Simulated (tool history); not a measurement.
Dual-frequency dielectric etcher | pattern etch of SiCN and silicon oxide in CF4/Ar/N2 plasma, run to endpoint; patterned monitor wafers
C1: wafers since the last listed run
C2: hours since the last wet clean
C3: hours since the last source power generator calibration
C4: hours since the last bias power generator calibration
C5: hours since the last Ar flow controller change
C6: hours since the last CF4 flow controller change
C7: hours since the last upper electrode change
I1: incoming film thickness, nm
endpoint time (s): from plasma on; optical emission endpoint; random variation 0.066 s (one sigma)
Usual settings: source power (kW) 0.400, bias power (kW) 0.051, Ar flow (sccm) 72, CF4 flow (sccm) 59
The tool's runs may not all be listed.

{"run": 1, "hour": 0.0, "source power (kW)": 0.4, "bias power (kW)": 0.051, "Ar flow (sccm)": 72, "CF4 flow (sccm)": 59, "C1": 0, "C2": 481.8, "C3": 2829.6, "C4": 1834.0, "C5": 3246.0, "C6": 1526.9, "C7": 2580.4, "I1": 13.35, "endpoint time (s)": 18.8}
{"hour": 40.3, "done": "wet clean of the chamber"}
{"run": 2, "hour": 50.0, "source power (kW)": 0.4, "bias power (kW)": 0.051, "Ar flow (sccm)": 72, "CF4 flow (sccm)": 59, "C1": 327, "C2": 9.7, "C3": 2879.6, "C4": 1884.0, "C5": 3296.0, "C6": 1576.9, "C7": 2630.4, "I1": 13.31, "endpoint time (s)": 18.7}
{"run": 3, "hour": 120.0, "source power (kW)": 0.4, "bias power (kW)": 0.051, "Ar flow (sccm)": 72, "CF4 flow (sccm)": 59, "C1": 880, "C2": 79.7, "C3": 2949.6, "C4": 1954.0, "C5": 3366.0, "C6": 1646.9, "C7": 2700.4, "I1": 13.39, "endpoint time (s)": 18.7}
{"run": 4, "hour": 188.7, "source power (kW)": 0.4, "bias power (kW)": 0.045, "Ar flow (sccm)": 72, "CF4 flow (sccm)": 59, "C1": 864, "C2": 148.4, "C3": 3018.3, "C4": 2022.7, "C5": 3434.7, "C6": 1715.6, "C7": 2769.1, "I1": 13.3, "endpoint time (s)": 19.6}
{"run": 5, "hour": 278.8, "source power (kW)": 0.4, "bias power (kW)": 0.045, "Ar flow (sccm)": 72, "CF4 flow (sccm)": 59, "C1": 1133, "C2": 238.5, "C3": 3108.4, "C4": 2112.8, "C5": 3524.8, "C6": 1805.7, "C7": 2859.2, "I1": 13.44, "endpoint time (s)": 19.9}
{"run": 6, "hour": 321.4, "source power (kW)": 0.4, "bias power (kW)": 0.051, "Ar flow (sccm)": 72, "CF4 flow (sccm)": 59, "C1": 536, "C2": 281.1, "C3": 3151.0, "C4": 2155.4, "C5": 3567.4, "C6": 1848.3, "C7": 2901.8, "I1": 13.48, "endpoint time (s)": 18.9}
{"run": 7, "hour": 372.8, "source power (kW)": 0.4, "bias power (kW)": 0.051, "Ar flow (sccm)": 72, "CF4 flow (sccm)": 59, "C1": 646, "C2": 332.5, "C3": 3202.4, "C4": 2206.8, "C5": 3618.8, "C6": 1899.7, "C7": 2953.2, "I1": 13.55, "endpoint time (s)": 19.0}
{"hour": 396.1, "done": "CF4 flow controller replaced"}
{"run": 8, "hour": 457.4, "source power (kW)": 0.4, "bias power (kW)": 0.051, "Ar flow (sccm)": 72, "CF4 flow (sccm)": 59, "C1": 989, "C2": 417.1, "C3": 3287.0, "C4": 2291.4, "C5": 3703.4, "C6": 61.3, "C7": 3037.8, "I1": 13.28, "endpoint time (s)": 18.6}
{"hour": 478.9, "done": "bias power generator calibrated"}
{"hour": 569.8, "done": "wet clean of the chamber"}
{"run": 9, "hour": 570.3, "source power (kW)": 0.4, "bias power (kW)": 0.051, "Ar flow (sccm)": 72, "CF4 flow (sccm)": 59, "C1": 1068, "C2": 0.5, "C3": 3399.9, "C4": 91.4, "C5": 3816.3, "C6": 174.2, "C7": 3150.7, "I1": 13.3, "endpoint time (s)": 18.6}
{"hour": 641.2, "done": "source power generator calibrated"}
{"run": 10, "hour": 642.3, "source power (kW)": 0.4, "bias power (kW)": 0.047, "Ar flow (sccm)": 89, "CF4 flow (sccm)": 59, "C1": 855, "C2": 72.5, "C3": 1.1, "C4": 163.4, "C5": 3888.3, "C6": 246.2, "C7": 3222.7, "I1": 13.36, "endpoint time (s)": 19.9}
{"hour": 670.5, "done": "Ar flow controller replaced"}
{"hour": 696.7, "done": "upper electrode replaced"}
{"run": 11, "hour": 697.2, "source power (kW)": 0.31, "bias power (kW)": 0.061, "Ar flow (sccm)": 72, "CF4 flow (sccm)": 72, "C1": 313, "C2": 127.4, "C3": 56.0, "C4": 218.3, "C5": 26.7, "C6": 301.1, "C7": 0.5, "I1": 13.46, "endpoint time (s)": 19.5}
{"run": 12, "hour": 723.7, "source power (kW)": 0.5, "bias power (kW)": 0.048, "Ar flow (sccm)": 72, "CF4 flow (sccm)": 59, "C1": 333, "C2": 153.9, "C3": 82.5, "C4": 244.8, "C5": 53.2, "C6": 327.6, "C7": 27.0, "I1": 13.37, "endpoint time (s)": 16.4}
{"run": 13, "hour": 766.6, "source power (kW)": 0.4, "bias power (kW)": 0.051, "Ar flow (sccm)": 54, "CF4 flow (sccm)": 59, "C1": 539, "C2": 196.8, "C3": 125.4, "C4": 287.7, "C5": 96.1, "C6": 370.5, "C7": 69.9, "I1": 13.47, "endpoint time (s)": 17.6}
{"run": 14, "hour": 811.9, "source power (kW)": 0.4, "bias power (kW)": 0.051, "Ar flow (sccm)": 63, "CF4 flow (sccm)": 70, "C1": 570, "C2": 242.1, "C3": 170.7, "C4": 333.0, "C5": 141.4, "C6": 415.8, "C7": 115.2, "I1": 13.33, "endpoint time (s)": 17.3}
{"hour": 818.6, "done": "source power generator calibrated, repeated, since the last time left the tool worse"}
{"run": 15, "hour": 860.2, "source power (kW)": 0.4, "bias power (kW)": 0.051, "Ar flow (sccm)": 72, "CF4 flow (sccm)": 59, "C1": 557, "C2": 290.4, "C3": 41.6, "C4": 381.3, "C5": 189.7, "C6": 464.1, "C7": 163.5, "I1": 13.49, "endpoint time (s)": 19.2}
{"run": 16, "hour": 964.3, "source power (kW)": 0.4, "bias power (kW)": 0.051, "Ar flow (sccm)": 72, "CF4 flow (sccm)": 65, "C1": 1309, "C2": 394.5, "C3": 145.7, "C4": 485.4, "C5": 293.8, "C6": 568.2, "C7": 267.6, "I1": 13.39, "endpoint time (s)": 18.8}
{"run": 17, "hour": 1048.7, "source power (kW)": 0.4, "bias power (kW)": 0.051, "Ar flow (sccm)": 72, "CF4 flow (sccm)": 59, "C1": 1062, "C2": 478.9, "C3": 230.1, "C4": 569.8, "C5": 378.2, "C6": 652.6, "C7": 352.0, "I1": 13.35, "endpoint time (s)": 19.0}
{"run": 18, "hour": 1112.5, "source power (kW)": 0.35, "bias power (kW)": 0.046, "Ar flow (sccm)": 58, "CF4 flow (sccm)": 55, "C1": 802, "C2": 542.7, "C3": 293.9, "C4": 633.6, "C5": 442.0, "C6": 716.4, "C7": 415.8, "I1": 13.37, "endpoint time (s)": 20.7}

5 ways to go on from here, each from the tool as it stands after run 18. What would each give?
{"run": "A", "hour": 1112.9, "source power (kW)": 0.4, "bias power (kW)": 0.047, "Ar flow (sccm)": 72, "CF4 flow (sccm)": 59, "C1": 5, "C2": 543.1, "C3": 294.3, "C4": 634.0, "C5": 442.4, "C6": 716.8, "C7": 416.2, "I1": 13.49, "endpoint time (s)": "?"}
{"run": "B", "hour": 1112.9, "source power (kW)": 0.4, "bias power (kW)": 0.051, "Ar flow (sccm)": 81, "CF4 flow (sccm)": 59, "C1": 5, "C2": 543.1, "C3": 294.3, "C4": 634.0, "C5": 442.4, "C6": 716.8, "C7": 416.2, "I1": 13.49, "endpoint time (s)": "?"}
{"run": "C", "hour": 1112.9, "source power (kW)": 0.4, "bias power (kW)": 0.051, "Ar flow (sccm)": 65, "CF4 flow (sccm)": 59, "C1": 5, "C2": 543.1, "C3": 294.3, "C4": 634.0, "C5": 442.4, "C6": 716.8, "C7": 416.2, "I1": 13.49, "endpoint time (s)": "?"}
{"run": "D", "hour": 1112.9, "source power (kW)": 0.4, "bias power (kW)": 0.046, "Ar flow (sccm)": 72, "CF4 flow (sccm)": 46, "C1": 5, "C2": 543.1, "C3": 294.3, "C4": 634.0, "C5": 442.4, "C6": 716.8, "C7": 416.2, "I1": 13.49, "endpoint time (s)": "?"}
{"run": "E", "hour": 1112.9, "source power (kW)": 0.32, "bias power (kW)": 0.051, "Ar flow (sccm)": 66, "CF4 flow (sccm)": 59, "C1": 5, "C2": 543.1, "C3": 294.3, "C4": 634.0, "C5": 442.4, "C6": 716.8, "C7": 416.2, "I1": 13.49, "endpoint time (s)": "?"}

run=A endpoint_time_(s)=19.8
run=B endpoint_time_(s)=19.6
run=C endpoint_time_(s)=18.7
run=D endpoint_time_(s)=20.8
run=E endpoint_time_(s)=21.5
Without the tool's hidden state the same runs would have given:
run=A endpoint_time_(s)=19.9
run=B endpoint_time_(s)=19.7
run=C endpoint_time_(s)=18.8
run=D endpoint_time_(s)=20.9
run=E endpoint_time_(s)=21.6
